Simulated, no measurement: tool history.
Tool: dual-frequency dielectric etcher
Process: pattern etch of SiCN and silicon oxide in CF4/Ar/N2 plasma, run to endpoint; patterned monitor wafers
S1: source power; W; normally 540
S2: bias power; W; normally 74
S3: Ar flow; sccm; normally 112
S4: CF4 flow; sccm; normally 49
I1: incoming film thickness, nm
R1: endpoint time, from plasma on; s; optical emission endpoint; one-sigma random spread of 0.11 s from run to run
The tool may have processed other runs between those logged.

{"run": 1, "hour": 0.0, "S1": 540, "S2": 74, "S3": 112, "S4": 49, "I1": 16.35, "R1": 19.1}
{"run": 2, "hour": 38.3, "S1": 490, "S2": 61, "S3": 112, "S4": 49, "I1": 16.33, "R1": 22.9}
{"run": 3, "hour": 74.5, "S1": 490, "S2": 61, "S3": 112, "S4": 49, "I1": 16.44, "R1": 22.7}
{"run": 4, "hour": 102.9, "S1": 490, "S2": 61, "S3": 112, "S4": 49, "I1": 16.33, "R1": 23}
{"run": 5, "hour": 130.2, "S1": 540, "S2": 74, "S3": 112, "S4": 49, "I1": 16.15, "R1": 19}
{"run": 6, "hour": 168.2, "S1": 540, "S2": 74, "S3": 112, "S4": 49, "I1": 16.38, "R1": 19.5}
{"run": 7, "hour": 217.6, "S1": 640, "S2": 74, "S3": 119, "S4": 49, "I1": 16.26, "R1": 16.5}
{"run": 8, "hour": 271.0, "S1": 640, "S2": 74, "S3": 119, "S4": 49, "I1": 16.49, "R1": 16.8}
{"run": 9, "hour": 335.8, "S1": 540, "S2": 63, "S3": 112, "S4": 44, "I1": 16.38, "R1": 21.3}
{"run": 10, "hour": 367.7, "S1": 480, "S2": 60, "S3": 130, "S4": 37, "I1": 16.26, "R1": 26.6}
{"run": 11, "hour": 436.2, "S1": 490, "S2": 61, "S3": 112, "S4": 49, "I1": 16.06, "R1": 23.7}
{"run": 12, "hour": 461.7, "S1": 540, "S2": 81, "S3": 112, "S4": 49, "I1": 16.34, "R1": 19.3}
{"run": 13, "hour": 490.1, "S1": 540, "S2": 74, "S3": 86, "S4": 52, "I1": 16.22, "R1": 19}
{"run": 14, "hour": 535.4, "S1": 540, "S2": 74, "S3": 112, "S4": 49, "I1": 16.28, "R1": 18.3}
{"run": 15, "hour": 566.9, "S1": 470, "S2": 89, "S3": 101, "S4": 39, "I1": 16.36, "R1": 20.1}
{"run": 16, "hour": 616.0, "S1": 630, "S2": 74, "S3": 112, "S4": 40, "I1": 16.25, "R1": 16.1}
{"run": 17, "hour": 676.9, "S1": 540, "S2": 74, "S3": 112, "S4": 49, "I1": 16.33, "R1": 18.3}
{"run": 18, "hour": 689.5, "S1": 540, "S2": 74, "S3": 112, "S4": 44, "I1": 16.33, "R1": 18.8}
{"run": 19, "hour": 750.6, "S1": 540, "S2": 74, "S3": 112, "S4": 49, "I1": 16.3, "R1": 18.4}
{"run": 20, "hour": 802.2, "S1": 540, "S2": 74, "S3": 112, "S4": 49, "I1": 16.27, "R1": 18.8}
{"run": 21, "hour": 860.9, "S1": 640, "S2": 58, "S3": 112, "S4": 43, "I1": 16.14, "R1": 17.7}
{"run": 22, "hour": 911.6, "S1": 540, "S2": 74, "S3": 112, "S4": 49, "I1": 16.3, "R1": 19}
{"run": 23, "hour": 995.8, "S1": 640, "S2": 74, "S3": 119, "S4": 49, "I1": 16.53, "R1": 15.7}
{"run": 24, "hour": 1194.9, "S1": 540, "S2": 60, "S3": 134, "S4": 53, "I1": 16.16, "R1": 20.1}
{"run": 25, "hour": 1235.4, "S1": 660, "S2": 74, "S3": 112, "S4": 49, "I1": 16.24, "R1": 14.8}

Taken out of this log: 7 entries between the listed runs. Where each belongs, and how the hidden state differs across it:
Between runs 10 and 11: Ar flow controller replaced (hour 414.5)
  etch rate over this chamber's usual, %: -4.99 -> -5.7; source power that arrives over what is set, %: -3.91 -> -4
  difference, measured minus the result without the unlogged condition, R1: +2.4 -> +2.3 s
Between runs 13 and 14: source power generator calibrated (hour 523.4); wet clean of the chamber (hour 534.9)
  etch rate over this chamber's usual, %: -6.25 -> -0.985; source power that arrives over what is set, %: -4.08 -> 0.839
  difference, measured minus the result without the unlogged condition, R1: +2 -> +0 s
Between runs 16 and 17: upper electrode replaced (hour 676.4)
  etch rate over this chamber's usual, %: -1.81 -> -2.44; source power that arrives over what is set, %: 0.727 -> 0.642
  difference, measured minus the result without the unlogged condition, R1: +0.1 -> +0.3 s
Between runs 19 and 20: bias power generator calibrated (hour 797.1)
  etch rate over this chamber's usual, %: -3.2 -> -3.73; source power that arrives over what is set, %: 0.539 -> 0.467
  difference, measured minus the result without the unlogged condition, R1: +0.4 -> +0.7 s
Between runs 20 and 21: CF4 flow controller replaced (hour 814.5)
  etch rate over this chamber's usual, %: -3.73 -> -4.33; source power that arrives over what is set, %: 0.467 -> 0.386
  difference, measured minus the result without the unlogged condition, R1: +0.7 -> +0.7 s
Between runs 22 and 23: wet clean of the chamber (hour 995.3)
  etch rate over this chamber's usual, %: -4.85 -> 0.262; source power that arrives over what is set, %: 0.315 -> 0.198
  difference, measured minus the result without the unlogged condition, R1: +0.8 -> -0.1 s
